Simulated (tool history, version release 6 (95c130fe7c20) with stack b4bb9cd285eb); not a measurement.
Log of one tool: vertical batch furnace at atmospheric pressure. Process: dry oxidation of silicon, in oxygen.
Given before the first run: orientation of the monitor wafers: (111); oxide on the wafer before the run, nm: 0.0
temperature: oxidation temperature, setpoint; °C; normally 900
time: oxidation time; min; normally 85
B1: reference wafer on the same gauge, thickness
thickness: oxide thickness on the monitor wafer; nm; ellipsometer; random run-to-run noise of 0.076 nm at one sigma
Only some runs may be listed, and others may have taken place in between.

run 1 hour=0 | temperature=900 time=55 | B1=28 | thickness=26.68
run 2 hour=6.6 | temperature=900 time=55 | B1=27.99 | thickness=26.64
run 3 hour=22.8 | temperature=900 time=55 | B1=28 | thickness=26.66
run 4 hour=40.3 | temperature=915 time=85 | B1=27.98 | thickness=41.94
run 5 hour=46.5 | temperature=919 time=85 | B1=28 | thickness=43.66
run 6 hour=61.1 | temperature=900 time=85 | B1=28.01 | thickness=36.01
run 7 hour=70.9 | temperature=900 time=85 | B1=27.98 | thickness=36.1
run 8 hour=86.8 | temperature=900 time=85 | B1=27.99 | thickness=36.18
run 9 hour=102.1 | temperature=900 time=85 | B1=28.03 | thickness=36.29
-- hour=114 gauge calibrated
run 10 hour=117.2 | temperature=900 time=85 | B1=27.96 | thickness=36.06
run 11 hour=130.2 | temperature=900 time=85 | B1=27.99 | thickness=36.18
run 12 hour=139.3 | temperature=900 time=106.5 | B1=28.01 | thickness=42.35
run 13 hour=154.5 | temperature=900 time=106.5 | B1=28.02 | thickness=42.34
run 14 hour=165.4 | temperature=892 time=117 | B1=28 | thickness=41.51
-- hour=201 thermocouples replaced and temperature profile calibrated
run 15 hour=201.5 | temperature=900 time=85 | B1=27.99 | thickness=36.93
run 16 hour=205.9 | temperature=900 time=85 | B1=28.01 | thickness=36.91
-- hour=228.6 boat lift adjusted
run 17 hour=229.1 | temperature=900 time=104.5 | B1=27.99 | thickness=42.75
run 18 hour=233.5 | temperature=880 time=44 | B1=28 | thickness=18.96
run 19 hour=242.3 | temperature=920 time=102.5 | B1=28 | thickness=51.31
-- hour=266.6 thermocouples replaced and temperature profile calibrated, repeated, since the last time left the tool worse
run 20 hour=267.1 | temperature=911 time=117 | B1=28.04 | thickness=48.55
run 21 hour=271.6 | temperature=900 time=85 | B1=27.99 | thickness=34.79
run 22 hour=287.6 | temperature=913 time=70.5 | B1=28.01 | thickness=35.01
run 23 hour=294.8 | temperature=919 time=57.5 | B1=28 | thickness=32.2
run 24 hour=308.7 | temperature=881 time=106 | B1=28 | thickness=33.44
run 25 hour=314.9 | temperature=889 time=110 | B1=28.03 | thickness=37.48
run 26 hour=326.7 | temperature=910 time=65.5 | B1=28.01 | thickness=32.27

Below are 3 alternative next runs, each starting from the tool's condition after run 26. Predict each:
run A hour=331.2 | temperature=900 time=85 | B1=? | thickness=?
run B hour=331.2 | temperature=887 time=85 | B1=? | thickness=?
run C hour=331.2 | temperature=900 time=46 | B1=? | thickness=?

run=A B1=28 thickness=35.04
run=B B1=28 thickness=30.66
run=C B1=28 thickness=22.89
What these runs would have given with no unlogged condition in the tool:
run=A thickness=34.73
run=B thickness=30.39
run=C thickness=22.69
